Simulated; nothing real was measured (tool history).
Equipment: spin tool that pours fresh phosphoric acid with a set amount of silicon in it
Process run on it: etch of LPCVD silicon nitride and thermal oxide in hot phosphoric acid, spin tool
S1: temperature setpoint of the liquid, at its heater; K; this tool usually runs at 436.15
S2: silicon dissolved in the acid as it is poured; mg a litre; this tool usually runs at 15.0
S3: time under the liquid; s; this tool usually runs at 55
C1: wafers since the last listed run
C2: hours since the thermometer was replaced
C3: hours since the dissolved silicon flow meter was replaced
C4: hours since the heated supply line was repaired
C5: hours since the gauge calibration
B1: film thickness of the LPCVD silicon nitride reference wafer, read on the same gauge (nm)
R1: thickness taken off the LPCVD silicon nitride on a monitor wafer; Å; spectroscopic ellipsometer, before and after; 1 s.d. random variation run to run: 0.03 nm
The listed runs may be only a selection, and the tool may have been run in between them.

Run 1, hour 0.0: usual settings but S1 437.65 K, S3 70 s; C1 0; C2 1811.6; C3 590.5; C4 1080.2; C5 405.8; B1 139.97. Result: R1 78.2 Å.
At hour 6.3: dissolved silicon flow meter replaced.
Run 2, hour 17.4: usual settings; C1 162; C2 1829.0; C3 11.1; C4 1097.6; C5 423.2; B1 140.00. Result: R1 59.2 Å.
Run 3, hour 31.6: usual settings; C1 140; C2 1843.2; C3 25.3; C4 1111.8; C5 437.4; B1 139.99. Result: R1 58.8 Å.
At hour 31.8: gauge calibrated.
Run 4, hour 45.2: usual settings; C1 134; C2 1856.8; C3 38.9; C4 1125.4; C5 13.4; B1 140.00. Result: R1 58.9 Å.
Run 5, hour 55.6: usual settings but S1 433.15 K, S2 25.0 mg a litre, S3 75 s; C1 102; C2 1867.2; C3 49.3; C4 1135.8; C5 23.8; B1 139.96. Result: R1 73.3 Å.
Run 6, hour 65.3: usual settings but S2 22.5 mg a litre; C1 96; C2 1876.9; C3 59.0; C4 1145.5; C5 33.5; B1 140.01. Result: R1 59.2 Å.
Run 7, hour 76.2: usual settings but S2 9.5 mg a litre, S3 40 s; C1 107; C2 1887.8; C3 69.9; C4 1156.4; C5 44.4; B1 139.98. Result: R1 43.1 Å.
Run 8, hour 86.0: usual settings but S1 435.15 K; C1 97; C2 1897.6; C3 79.7; C4 1166.2; C5 54.2; B1 140.01. Result: R1 57.2 Å.
Run 9, hour 99.4: usual settings but S1 437.65 K, S2 26.0 mg a litre, S3 80 s; C1 132; C2 1911.0; C3 93.1; C4 1179.6; C5 67.6; B1 140.01. Result: R1 90.3 Å.
At hour 115.1: heated supply line repaired.
Run 10, hour 115.6: usual settings but S1 435.15 K, S2 18.5 mg a litre, S3 90 s; C1 150; C2 1927.2; C3 109.3; C4 0.5; C5 83.8; B1 140.04. Result: R1 93.8 Å.
Run 11, hour 129.8: usual settings; C1 140; C2 1941.4; C3 123.5; C4 14.7; C5 98.0; B1 140.02. Result: R1 59.1 Å.
At hour 141.5: thermometer replaced.
Run 12, hour 143.0: usual settings but S1 438.15 K, S3 90 s; C1 120; C2 1.5; C3 136.7; C4 27.9; C5 111.2; B1 140.02. Result: R1 95.8 Å.
Run 13, hour 156.3: usual settings; C1 131; C2 14.8; C3 150.0; C4 41.2; C5 124.5; B1 139.97. Result: R1 55.1 Å.
Run 14, hour 173.1: usual settings but S1 438.15 K, S2 8.5 mg a litre, S3 70 s; C1 166; C2 31.6; C3 166.8; C4 58.0; C5 141.3; B1 139.99. Result: R1 74.7 Å.
Run 15, hour 188.0: usual settings but S1 437.15 K, S2 5.5 mg a litre; C1 147; C2 46.5; C3 181.7; C4 72.9; C5 156.2; B1 140.02. Result: R1 57.1 Å.
Run 16, hour 210.3: usual settings but S2 3.0 mg a litre, S3 25 s; C1 220; C2 68.8; C3 204.0; C4 95.2; C5 178.5; B1 139.97. Result: R1 25.0 Å.
Run 17, hour 219.9: usual settings but S1 439.15 K, S2 23.0 mg a litre; C1 95; C2 78.4; C3 213.6; C4 104.8; C5 188.1; B1 140.01. Result: R1 61.1 Å.
Run 18, hour 231.8: usual settings but S2 11.0 mg a litre; C1 117; C2 90.3; C3 225.5; C4 116.7; C5 200.0; B1 139.97. Result: R1 55.3 Å.
Run 19, hour 238.9: usual settings but S2 7.0 mg a litre, S3 65 s; C1 70; C2 97.4; C3 232.6; C4 123.8; C5 207.1; B1 139.99. Result: R1 65.2 Å.
Run 20, hour 250.1: usual settings but S1 438.15 K, S2 10.0 mg a litre, S3 65 s; C1 110; C2 108.6; C3 243.8; C4 135.0; C5 218.3; B1 140.00. Result: R1 70.0 Å.
Run 21, hour 261.9: usual settings but S1 434.15 K, S3 40 s; C1 116; C2 120.4; C3 255.6; C4 146.8; C5 230.1; B1 139.98. Result: R1 37.9 Å.

What does the tool deliver on the next run?
Run 22, hour 273.5: usual settings but S1 434.65 K, S3 35 s; C1 114; C2 132.0; C3 267.2; C4 158.4; C5 241.7; B1 ?. Result: R1 ?.

{"run 22": {"B1": 139.98, "R1": 33.7}}
If the tool had no hidden condition, the same run with the same run-to-run variation would have returned R1 33.4 Å.
